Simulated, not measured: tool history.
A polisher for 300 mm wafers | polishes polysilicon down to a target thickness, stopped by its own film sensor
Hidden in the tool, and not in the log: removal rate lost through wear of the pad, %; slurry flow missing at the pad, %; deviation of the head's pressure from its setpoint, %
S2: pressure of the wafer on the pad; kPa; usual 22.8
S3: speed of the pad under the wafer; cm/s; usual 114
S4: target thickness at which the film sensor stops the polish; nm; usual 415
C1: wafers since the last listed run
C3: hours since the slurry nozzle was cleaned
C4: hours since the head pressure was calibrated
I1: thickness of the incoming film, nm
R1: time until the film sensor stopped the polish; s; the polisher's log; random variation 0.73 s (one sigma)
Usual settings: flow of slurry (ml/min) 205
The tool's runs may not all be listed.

Run 1, day 0.000: usual settings but S3 94 cm/s; C1 0; wafers polished on this pad 4023; C3 238.9; C4 86.9; I1 1021.7. Result: R1 61.3 s.
Run 2, day 1.871: usual settings but S3 94 cm/s; C1 455; wafers polished on this pad 4479; C3 283.8; C4 131.8; I1 1024.9. Result: R1 60.7 s.
At day 2.329: worn pad replaced by a new one.
Run 3, day 5.588: usual settings but S3 94 cm/s; C1 864; wafers polished on this pad 793; C3 373.0; C4 221.0; I1 1031.3. Result: R1 57.7 s.
Run 4, day 8.379: usual settings but S2 26.9 kPa; C1 679; wafers polished on this pad 1472; C3 440.0; C4 288.0; I1 1026.0. Result: R1 45.6 s.
Run 5, day 12.438: usual settings but flow of slurry (ml/min) 175; C1 988; wafers polished on this pad 2461; C3 537.4; C4 385.4; I1 1011.4. Result: R1 61.3 s.
At day 13.746: slurry nozzle cleaned.
Run 6, day 16.029: usual settings but S2 20.7 kPa; C1 864; wafers polished on this pad 3325; C3 54.8; C4 471.6; I1 1027.3. Result: R1 55.6 s.
At day 20.167: head pressure recalibrated.
Run 7, day 20.483: usual settings but S2 20.7 kPa; C1 1064; wafers polished on this pad 4390; C3 161.7; C4 7.6; I1 1030.1. Result: R1 57.7 s.
At day 22.021: worn pad replaced by a new one.
Run 8, day 23.054: usual settings; C1 585; wafers polished on this pad 251; C3 223.4; C4 69.3; I1 1017.5. Result: R1 47.3 s.
Run 9, day 32.704: usual settings; C1 2349; wafers polished on this pad 2601; C3 455.0; C4 300.9; I1 1019.3. Result: R1 55.6 s.
At day 35.938: slurry nozzle cleaned.
Run 10, day 37.175: usual settings; C1 1078; wafers polished on this pad 3680; C3 29.7; C4 408.2; I1 1019.7. Result: R1 51.8 s.
Run 11, day 38.704: usual settings; C1 372; wafers polished on this pad 4052; C3 66.4; C4 444.9; I1 1033.3. Result: R1 52.9 s.
Run 12, day 42.354: usual settings; C1 888; wafers polished on this pad 4941; C3 154.0; C4 532.5; I1 1008.8. Result: R1 51.5 s.
At day 43.425: head pressure recalibrated.
At day 45.829: worn pad replaced by a new one.
Run 13, day 46.667: usual settings; C1 989; wafers polished on this pad 203; C3 257.5; C4 77.8; I1 1009.1. Result: R1 46.7 s.
Run 14, day 49.667: usual settings but S2 26.9 kPa; C1 730; wafers polished on this pad 934; C3 329.5; C4 149.8; I1 1015.0. Result: R1 42.4 s.
Run 15, day 52.042: usual settings but flow of slurry (ml/min) 175, S3 80 cm/s; C1 578; wafers polished on this pad 1512; C3 386.5; C4 206.8; I1 1008.9. Result: R1 67.7 s.
Run 16, day 54.133: usual settings but S3 94 cm/s; C1 509; wafers polished on this pad 2022; C3 436.7; C4 257.0; I1 1018.8. Result: R1 62.8 s.
Run 17, day 56.958: usual settings but flow of slurry (ml/min) 270, S3 84 cm/s; C1 687; wafers polished on this pad 2710; C3 504.5; C4 324.8; I1 1028.1. Result: R1 67.9 s.
At day 59.633: slurry nozzle cleaned.
Run 18, day 60.408: usual settings but S2 17.9 kPa, S4 551 nm; C1 829; wafers polished on this pad 3539; C3 18.6; C4 407.6; I1 1033.1. Result: R1 52.1 s.
Run 19, day 62.288: usual settings but flow of slurry (ml/min) 270, S3 86 cm/s; C1 457; wafers polished on this pad 3997; C3 63.7; C4 452.7; I1 1033.6. Result: R1 62.1 s.
At day 63.508: head pressure recalibrated.
Run 20, day 66.521: usual settings but S4 278 nm; C1 1010; wafers polished on this pad 5008; C3 165.3; C4 72.3; I1 998.9. Result: R1 60.8 s.
At day 69.283: worn pad replaced by a new one.
At day 78.229: slurry nozzle cleaned.
Run 21, day 79.533: usual settings; C1 3117; wafers polished on this pad 2485; C3 31.3; C4 384.6; I1 1034.3. Result: R1 51.3 s.
Run 22, day 82.388: usual settings; C1 695; wafers polished on this pad 3180; C3 99.8; C4 453.1; I1 1024.4. Result: R1 53.5 s.
At day 84.779: head pressure recalibrated.
At day 91.688: worn pad replaced by a new one.
Run 23, day 94.067: usual settings but S2 17.9 kPa, S4 528 nm; C1 2783; wafers polished on this pad 579; C3 380.1; C4 222.9; I1 1016.7. Result: R1 50.9 s.
Run 24, day 95.767: usual settings but flow of slurry (ml/min) 170, S2 28.3 kPa, S3 90 cm/s; C1 413; wafers polished on this pad 993; C3 420.9; C4 263.7; I1 1021.6. Result: R1 53.7 s.
At day 99.000: slurry nozzle cleaned.
Run 25, day 99.154: usual settings; C1 814; wafers polished on this pad 1808; C3 3.7; C4 345.0; I1 1013.6. Result: R1 49.1 s.
Run 26, day 102.921: usual settings but S4 487 nm; C1 917; wafers polished on this pad 2725; C3 94.1; C4 435.4; I1 1031.3. Result: R1 44.9 s.
At day 103.117: head pressure recalibrated.
Run 27, day 105.158: usual settings but flow of slurry (ml/min) 270, S4 536 nm; C1 524; wafers polished on this pad 3249; C3 147.8; C4 49.0; I1 1024.3. Result: R1 40.7 s.

4 ways to go on from here, each from the tool as it stands after run 27. What would each give?
Run A, day 105.175: usual settings but S2 14.5 kPa; C1 4; wafers polished on this pad 3254; C3 148.2; C4 49.4; I1 1010.2. Result: R1 ?.
Run B, day 105.175: usual settings but S4 335 nm; C1 4; wafers polished on this pad 3254; C3 148.2; C4 49.4; I1 1010.2. Result: R1 ?.
Run C, day 105.175: usual settings but S2 30.3 kPa; C1 4; wafers polished on this pad 3254; C3 148.2; C4 49.4; I1 1010.2. Result: R1 ?.
Run D, day 105.175: usual settings but S2 29.6 kPa, S4 279 nm; C1 4; wafers polished on this pad 3254; C3 148.2; C4 49.4; I1 1010.2. Result: R1 ?.

run    R1
  A  78.4
  B  56.6
  C  37.4
  D  47.1
Without the tool's hidden state the same runs would have given:
run    R1
  A  68.6
  B  49.5
  C  32.7
  D  41.1

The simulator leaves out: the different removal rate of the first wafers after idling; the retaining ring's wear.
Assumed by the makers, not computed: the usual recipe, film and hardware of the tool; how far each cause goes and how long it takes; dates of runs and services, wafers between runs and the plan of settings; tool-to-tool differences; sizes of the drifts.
